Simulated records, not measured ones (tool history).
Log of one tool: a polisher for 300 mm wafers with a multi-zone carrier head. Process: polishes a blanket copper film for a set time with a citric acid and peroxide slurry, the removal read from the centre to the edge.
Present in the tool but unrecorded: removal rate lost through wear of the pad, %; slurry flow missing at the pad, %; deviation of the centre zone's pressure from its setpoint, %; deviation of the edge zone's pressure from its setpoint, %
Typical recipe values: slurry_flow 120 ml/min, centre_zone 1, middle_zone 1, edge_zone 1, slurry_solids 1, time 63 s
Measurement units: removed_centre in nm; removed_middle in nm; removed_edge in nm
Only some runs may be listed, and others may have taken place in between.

run	hour	slurry_flow	centre_zone	middle_zone	edge_zone	slurry_solids	time	wafers since the last listed run	wafers polished on this pad	hours since the slurry nozzle was cleaned	hours since the centre zone pressure was calibrated	hours since the edge zone pressure was calibrated	hours since the carrier head's membrane was replaced	incoming thickness of the incoming film, nm	removed_centre	removed_middle	removed_edge
1	0	120	1	1	1	1	63	0	1110	838.2	1261.8	593.6	206.2	730.7	130.7	135	137
2	57	120	0.92	1	1	1	81	414	1524	895.2	1318.8	650.6	263.2	721.7	155.2	172.8	172.8
# hour 90.3: slurry nozzle cleaned
3	112.5	120	1	0.97	1	1	63	396	1921	22.2	1374.3	706.1	318.7	722.4	130.4	131	136.3
4	154.9	120	1	1	1	1	63	308	2229	64.6	1416.7	748.5	361.1	721.5	129.6	132.9	136
5	225.3	120	1.05	1	1	0.85	63	512	2742	135	1487.1	818.9	431.5	731.2	129.4	124.2	127.1
# hour 246.4: centre zone pressure recalibrated
6	260.6	120	1.08	1	1	1	85	242	2984	170.3	14.2	854.2	466.8	724	188.8	176.3	180.2
# hour 303.1: worn pad replaced by a new one
7	306.9	160	1	1	1	1	63	307	27	216.6	60.5	900.5	513.1	728	141.3	141.4	142
# hour 341: edge zone pressure recalibrated
8	363.6	140	1	0.89	1	1.15	63	397	425	273.3	117.2	22.6	569.8	719	142.8	132.8	147.8
9	413.8	145	1	1.08	1	1	69	365	790	323.5	167.4	72.8	620	719.7	150.5	160.9	150.5
10	458	120	1	1	1	1	63	321	1112	367.7	211.6	117	664.2	733.1	132.5	133.1	136
11	485.3	135	1.1	0.9	1	1	77	198	1311	395	238.9	144.3	691.5	726.6	181.4	154.4	169.8
12	530	120	1	1.05	1	1	63	325	1636	439.7	283.6	189	736.2	726	131.4	139.9	135.1
13	567.9	100	1	1	1	1	63	275	1911	477.6	321.5	226.9	774.1	724.4	125.1	127.8	132.6
# hour 581.9: carrier head's membrane replaced by a new one
14	594.4	120	1	1	1	1	63	156	2068	504.1	348	253.4	12.5	722.8	129	134.3	134
15	632.3	120	0.92	1	1	1	63	275	2344	542	385.9	291.3	50.4	725.3	119.4	133	135.9
16	695.2	120	1	0.93	1	1	63	457	2801	604.9	448.8	354.2	113.3	717.2	128.9	126	132.6
17	753.8	120	1	1	1	0.9	63	426	3228	663.5	507.4	412.8	171.9	731.8	122.1	125.2	127.8
18	803.1	105	1	1.04	0.93	1	63	358	3586	712.8	556.7	462.1	221.2	726.5	124.3	128.1	125.4
# hour 815.4: worn pad replaced by a new one
19	830.9	120	1	1	1	1	63	173	113	740.6	584.5	489.9	249	726.5	133	135.7	136.9

Predict the results of run 20:
20	871.5	120	1	1	1	1	63	295	408	781.2	625.1	530.5	289.6	717.8	?	?	?

removed_centre: 132.1 nm
removed_middle: 136.4 nm
removed_edge: 138.7 nm
The same run, on a tool lacking any hidden state, would have yielded removed_centre 132.6 nm, removed_middle 137 nm, removed_edge 139.3 nm.
